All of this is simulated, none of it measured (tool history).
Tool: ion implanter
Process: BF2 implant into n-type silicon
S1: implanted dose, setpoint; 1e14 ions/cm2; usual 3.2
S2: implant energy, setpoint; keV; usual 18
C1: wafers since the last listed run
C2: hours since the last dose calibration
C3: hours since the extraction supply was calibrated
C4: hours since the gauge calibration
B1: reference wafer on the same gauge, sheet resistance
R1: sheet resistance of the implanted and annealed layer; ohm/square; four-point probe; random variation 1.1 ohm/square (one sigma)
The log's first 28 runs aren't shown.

run,day,S1,S2,C1,C2,C3,C4,B1,R1
29,29.042,3.2,14,564,302.8,192.4,212.7,399.8,393.39
30,30.488,3.68,18,618,337.5,227.1,247.4,399.94,338.49
31,31.167,2.88,14.5,290,353.8,243.4,263.7,399.84,426.68
32,32.292,3.73,21.5,480,380.8,270.4,290.7,400.31,326.68
33,33.288,2.26,12.5,425,404.7,294.3,314.6,400.05,527.62
34,33.854,3.2,18,242,418.3,307.9,328.2,399.83,378.07
35,34.612,3.94,18,324,436.5,326.1,346.4,399.78,321.68
36,35.917,3.2,18,557,467.8,357.4,377.7,400.08,376.66

5 ways to go on from here, each from the tool as it stands after run 36. What would each give?
A,35.933,3.2,18,7,468.2,357.8,378.1,?,?
B,35.933,2.72,14,7,468.2,357.8,378.1,?,?
C,35.933,2.44,14.5,7,468.2,357.8,378.1,?,?
D,35.933,2.64,15.5,7,468.2,357.8,378.1,?,?
E,35.933,3.2,21,7,468.2,357.8,378.1,?,?

run,B1,R1
A,400.09,377.27
B,400.09,445.12
C,400.09,483.91
D,400.09,449.28
E,400.09,370.29
Without the tool's hidden state the same runs would have given:
run,R1
A,377.27
B,445.12
C,483.91
D,449.28
E,370.29
